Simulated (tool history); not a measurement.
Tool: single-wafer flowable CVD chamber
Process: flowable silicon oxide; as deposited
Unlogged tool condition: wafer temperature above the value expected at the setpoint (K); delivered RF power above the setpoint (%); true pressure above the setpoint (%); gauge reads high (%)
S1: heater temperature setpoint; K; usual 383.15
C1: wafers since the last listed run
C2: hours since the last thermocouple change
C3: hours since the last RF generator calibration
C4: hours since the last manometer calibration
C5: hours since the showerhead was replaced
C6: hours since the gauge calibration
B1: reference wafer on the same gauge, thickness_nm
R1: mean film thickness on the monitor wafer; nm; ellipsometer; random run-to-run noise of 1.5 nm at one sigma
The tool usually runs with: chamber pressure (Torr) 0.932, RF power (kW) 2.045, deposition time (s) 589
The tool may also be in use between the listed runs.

Run 1, day 0.000: usual settings but deposition time (s) 650; C1 0; C2 1049.1; C3 976.5; C4 276.2; C5 2371.9; C6 4498.0; B1 347.003. Result: R1 372.614 nm.
At day 1.204: gauge calibrated.
Run 2, day 3.471: usual settings but RF power (kW) 1.875; C1 301; C2 1132.4; C3 1059.8; C4 359.5; C5 2455.2; C6 54.4; B1 346.804. Result: R1 328.952 nm.
Run 3, day 5.221: usual settings; C1 152; C2 1174.4; C3 1101.8; C4 401.5; C5 2497.2; C6 96.4; B1 346.570. Result: R1 338.033 nm.
Run 4, day 7.942: usual settings but RF power (kW) 1.805, deposition time (s) 656; C1 236; C2 1239.7; C3 1167.1; C4 466.8; C5 2562.5; C6 161.7; B1 347.392. Result: R1 365.057 nm.
Run 5, day 11.279: usual settings but S1 374.15 K; C1 290; C2 1319.8; C3 1247.2; C4 546.9; C5 2642.6; C6 241.8; B1 346.795. Result: R1 441.372 nm.
At day 12.083: RF generator calibrated.
Run 6, day 13.404: usual settings; C1 155; C2 1370.8; C3 31.7; C4 597.9; C5 2693.6; C6 292.8; B1 346.993. Result: R1 337.084 nm.
Run 7, day 15.108: usual settings but RF power (kW) 1.690, deposition time (s) 684; C1 148; C2 1411.7; C3 72.6; C4 638.8; C5 2734.5; C6 333.7; B1 346.773. Result: R1 372.942 nm.
Run 8, day 17.317: usual settings; C1 192; C2 1464.7; C3 125.6; C4 691.8; C5 2787.5; C6 386.7; B1 346.812. Result: R1 339.696 nm.
Run 9, day 19.096: usual settings but RF power (kW) 1.775; C1 154; C2 1507.4; C3 168.3; C4 734.5; C5 2830.2; C6 429.4; B1 346.999. Result: R1 327.151 nm.
Run 10, day 22.312: usual settings but S1 395.15 K; C1 279; C2 1584.6; C3 245.5; C4 811.7; C5 2907.4; C6 506.6; B1 346.689. Result: R1 244.459 nm.
Run 11, day 25.158: usual settings but S1 375.15 K, deposition time (s) 632; C1 247; C2 1652.9; C3 313.8; C4 880.0; C5 2975.7; C6 574.9; B1 346.724. Result: R1 459.509 nm.
At day 27.871: showerhead replaced.
Run 12, day 27.892: usual settings but chamber pressure (Torr) 1.149, RF power (kW) 1.780; C1 208; C2 1718.5; C3 379.4; C4 945.6; C5 0.5; C6 640.5; B1 347.338. Result: R1 403.374 nm.
At day 33.842: thermocouple changed; heater temperature recalibrated.
At day 35.696: capacitance manometer re-zeroed and calibrated.
Run 13, day 36.838: usual settings but RF power (kW) 2.225, deposition time (s) 514; C1 720; C2 71.9; C3 594.1; C4 27.4; C5 215.2; C6 855.2; B1 347.260. Result: R1 296.306 nm.
Run 14, day 39.392: usual settings; C1 222; C2 133.2; C3 655.4; C4 88.7; C5 276.5; C6 916.5; B1 346.980. Result: R1 335.536 nm.
Run 15, day 42.104: usual settings; C1 235; C2 198.3; C3 720.5; C4 153.8; C5 341.6; C6 981.6; B1 347.207. Result: R1 334.848 nm.
Run 16, day 45.183: usual settings but S1 390.15 K; C1 267; C2 272.2; C3 794.4; C4 227.7; C5 415.5; C6 1055.5; B1 347.218. Result: R1 276.211 nm.
Run 17, day 47.271: usual settings but S1 394.15 K, chamber pressure (Torr) 0.825; C1 181; C2 322.3; C3 844.5; C4 277.8; C5 465.6; C6 1105.6; B1 347.035. Result: R1 220.132 nm.
Run 18, day 49.971: usual settings but chamber pressure (Torr) 0.992, deposition time (s) 551; C1 234; C2 387.1; C3 909.3; C4 342.6; C5 530.4; C6 1170.4; B1 347.169. Result: R1 336.599 nm.
Run 19, day 53.917: usual settings but S1 373.15 K, deposition time (s) 661; C1 343; C2 481.8; C3 1004.0; C4 437.3; C5 625.1; C6 1265.1; B1 346.907. Result: R1 507.728 nm.
Run 20, day 55.850: usual settings; C1 168; C2 528.2; C3 1050.4; C4 483.7; C5 671.5; C6 1311.5; B1 347.208. Result: R1 336.288 nm.
Run 21, day 59.479: usual settings but chamber pressure (Torr) 0.699; C1 315; C2 615.3; C3 1137.5; C4 570.8; C5 758.6; C6 1398.6; B1 346.763. Result: R1 251.101 nm.
Run 22, day 63.112: usual settings but S1 394.15 K, chamber pressure (Torr) 0.860, RF power (kW) 2.370, deposition time (s) 683; C1 316; C2 702.5; C3 1224.7; C4 658.0; C5 845.8; C6 1485.8; B1 346.956. Result: R1 273.175 nm.
Run 23, day 67.321: usual settings but S1 397.15 K, deposition time (s) 476; C1 366; C2 803.5; C3 1325.7; C4 759.0; C5 946.8; C6 1586.8; B1 346.880. Result: R1 186.855 nm.
Run 24, day 69.888: usual settings but S1 378.15 K, RF power (kW) 1.740; C1 223; C2 865.1; C3 1387.3; C4 820.6; C5 1008.4; C6 1648.4; B1 347.106. Result: R1 372.263 nm.
At day 70.446: RF generator calibrated.
Run 25, day 73.588: usual settings but chamber pressure (Torr) 0.708; C1 292; C2 953.9; C3 75.4; C4 909.4; C5 1097.2; C6 1737.2; B1 346.742. Result: R1 256.087 nm.
Run 26, day 77.654: usual settings; C1 353; C2 1051.5; C3 173.0; C4 1007.0; C5 1194.8; C6 1834.8; B1 347.234. Result: R1 338.698 nm.
Run 27, day 79.867: usual settings but S1 392.15 K, RF power (kW) 2.170, deposition time (s) 537; C1 192; C2 1104.6; C3 226.1; C4 1060.1; C5 1247.9; C6 1887.9; B1 346.814. Result: R1 243.180 nm.
At day 81.254: capacitance manometer re-zeroed and calibrated.
Run 28, day 83.112: usual settings but chamber pressure (Torr) 0.786, deposition time (s) 551; C1 253; C2 1182.5; C3 304.0; C4 44.6; C5 1325.8; C6 1965.8; B1 347.050. Result: R1 267.148 nm.

Here are 4 independent what-if runs from the current tool condition. What would each one return?
Run A, day 83.138: usual settings but deposition time (s) 699; C1 2; C2 1183.1; C3 304.6; C4 45.2; C5 1326.4; C6 1966.4; B1 ?. Result: R1 ?.
Run B, day 83.138: usual settings but RF power (kW) 1.885, deposition time (s) 494; C1 2; C2 1183.1; C3 304.6; C4 45.2; C5 1326.4; C6 1966.4; B1 ?. Result: R1 ?.
Run C, day 83.138: usual settings but chamber pressure (Torr) 0.836, deposition time (s) 684; C1 2; C2 1183.1; C3 304.6; C4 45.2; C5 1326.4; C6 1966.4; B1 ?. Result: R1 ?.
Run D, day 83.138: usual settings but chamber pressure (Torr) 0.745, RF power (kW) 2.305; C1 2; C2 1183.1; C3 304.6; C4 45.2; C5 1326.4; C6 1966.4; B1 ?. Result: R1 ?.

run       B1       R1
  A  346.899  400.276
  B  346.899  277.366
  C  346.899  351.062
  D  346.899  274.716
The same runs, with their run-to-run variation unchanged, on a tool lacking any hidden condition would have given:
run       R1
  A  392.030
  B  271.652
  C  343.830
  D  269.056
